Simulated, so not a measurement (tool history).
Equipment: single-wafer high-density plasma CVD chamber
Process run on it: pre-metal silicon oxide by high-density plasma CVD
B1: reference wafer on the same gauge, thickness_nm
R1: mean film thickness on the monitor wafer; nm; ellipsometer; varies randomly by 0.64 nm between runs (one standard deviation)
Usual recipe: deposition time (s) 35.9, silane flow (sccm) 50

run 1 hour=0 | deposition_time_(s)=41.5 silane_flow_(sccm)=53 | B1=182.004 | R1=204.465
run 2 hour=35.4 | deposition_time_(s)=40.3 silane_flow_(sccm)=50 | B1=182.03 | R1=188.232
run 3 hour=71.1 | deposition_time_(s)=40.3 silane_flow_(sccm)=50 | B1=182.045 | R1=187.49
run 4 hour=98 | deposition_time_(s)=40.3 silane_flow_(sccm)=50 | B1=181.99 | R1=188.19
run 5 hour=118 | deposition_time_(s)=35.9 silane_flow_(sccm)=50 | B1=182.01 | R1=166.914
run 6 hour=138.6 | deposition_time_(s)=35.9 silane_flow_(sccm)=50 | B1=181.999 | R1=166.899
run 7 hour=161.7 | deposition_time_(s)=35.9 silane_flow_(sccm)=50 | B1=182.119 | R1=167.513
run 8 hour=192.9 | deposition_time_(s)=35.9 silane_flow_(sccm)=50 | B1=181.932 | R1=166.67
run 9 hour=205 | deposition_time_(s)=35.9 silane_flow_(sccm)=50 | B1=182.091 | R1=167.833
run 10 hour=237.5 | deposition_time_(s)=35.9 silane_flow_(sccm)=50 | B1=181.968 | R1=167.931
run 11 hour=271.9 | deposition_time_(s)=35.9 silane_flow_(sccm)=50 | B1=181.941 | R1=168.284
run 12 hour=307 | deposition_time_(s)=35.9 silane_flow_(sccm)=50 | B1=181.873 | R1=167.209
run 13 hour=352.4 | deposition_time_(s)=35.9 silane_flow_(sccm)=57 | B1=181.959 | R1=188.736
-- hour=369.4 gauge calibrated
run 14 hour=385.4 | deposition_time_(s)=35.9 silane_flow_(sccm)=50 | B1=182.079 | R1=167.472
run 15 hour=415.6 | deposition_time_(s)=35.9 silane_flow_(sccm)=50 | B1=182.036 | R1=166.894
run 16 hour=450 | deposition_time_(s)=35.9 silane_flow_(sccm)=56 | B1=182.088 | R1=185.914
run 17 hour=482.8 | deposition_time_(s)=33.6 silane_flow_(sccm)=59 | B1=181.894 | R1=181.477
run 18 hour=509.8 | deposition_time_(s)=40.3 silane_flow_(sccm)=55 | B1=182.05 | R1=204.416
run 19 hour=532.9 | deposition_time_(s)=35.9 silane_flow_(sccm)=60 | B1=181.908 | R1=196.877
run 20 hour=566.8 | deposition_time_(s)=35.9 silane_flow_(sccm)=50 | B1=182.067 | R1=165.955
run 21 hour=621.8 | deposition_time_(s)=37.8 silane_flow_(sccm)=53 | B1=181.962 | R1=185.009
run 22 hour=654.7 | deposition_time_(s)=35.9 silane_flow_(sccm)=42 | B1=182.023 | R1=141.832
run 23 hour=728.3 | deposition_time_(s)=35.9 silane_flow_(sccm)=50 | B1=182.179 | R1=165.634
run 24 hour=746.5 | deposition_time_(s)=39.2 silane_flow_(sccm)=58 | B1=182.05 | R1=207.142
run 25 hour=771.8 | deposition_time_(s)=35.9 silane_flow_(sccm)=53 | B1=181.952 | R1=175.236
run 26 hour=794.9 | deposition_time_(s)=41.2 silane_flow_(sccm)=41 | B1=182.007 | R1=158.168
-- hour=811.4 silane flow controller replaced
run 27 hour=811.9 | deposition_time_(s)=37.8 silane_flow_(sccm)=42 | B1=182.001 | R1=157.881
run 28 hour=838 | deposition_time_(s)=35.9 silane_flow_(sccm)=50 | B1=181.948 | R1=176.754
run 29 hour=852.1 | deposition_time_(s)=35.9 silane_flow_(sccm)=45 | B1=182.024 | R1=160.547
run 30 hour=886.6 | deposition_time_(s)=35.9 silane_flow_(sccm)=50 | B1=182.015 | R1=175.986
run 31 hour=916.4 | deposition_time_(s)=31.3 silane_flow_(sccm)=47 | B1=181.98 | R1=144.637
run 32 hour=1006.7 | deposition_time_(s)=35.9 silane_flow_(sccm)=50 | B1=181.975 | R1=175.888
run 33 hour=1039.5 | deposition_time_(s)=41.5 silane_flow_(sccm)=56 | B1=181.882 | R1=225.185

Exercise: give the hidden state of the tool at every run:
gauge reads high (%): 0 at every run
H1: delivered silane flow above the setpoint (%)
run=1 H1=-5.36
run=2 H1=-5.42
run=3 H1=-5.49
run=4 H1=-5.54
run=5 H1=-5.57
run=6 H1=-5.61
run=7 H1=-5.65
run=8 H1=-5.71
run=9 H1=-5.73
run=10 H1=-5.79
run=11 H1=-5.86
run=12 H1=-5.92
run=13 H1=-6.01
run=14 H1=-6.07
run=15 H1=-6.12
run=16 H1=-6.19
run=17 H1=-6.25
run=18 H1=-6.3
run=19 H1=-6.34
run=20 H1=-6.4
run=21 H1=-6.5
run=22 H1=-6.56
run=23 H1=-6.7
run=24 H1=-6.73
run=25 H1=-6.78
run=26 H1=-6.82
run=27 H1=-0.454
run=28 H1=-0.502
run=29 H1=-0.528
run=30 H1=-0.592
run=31 H1=-0.647
run=32 H1=-0.813
run=33 H1=-0.874

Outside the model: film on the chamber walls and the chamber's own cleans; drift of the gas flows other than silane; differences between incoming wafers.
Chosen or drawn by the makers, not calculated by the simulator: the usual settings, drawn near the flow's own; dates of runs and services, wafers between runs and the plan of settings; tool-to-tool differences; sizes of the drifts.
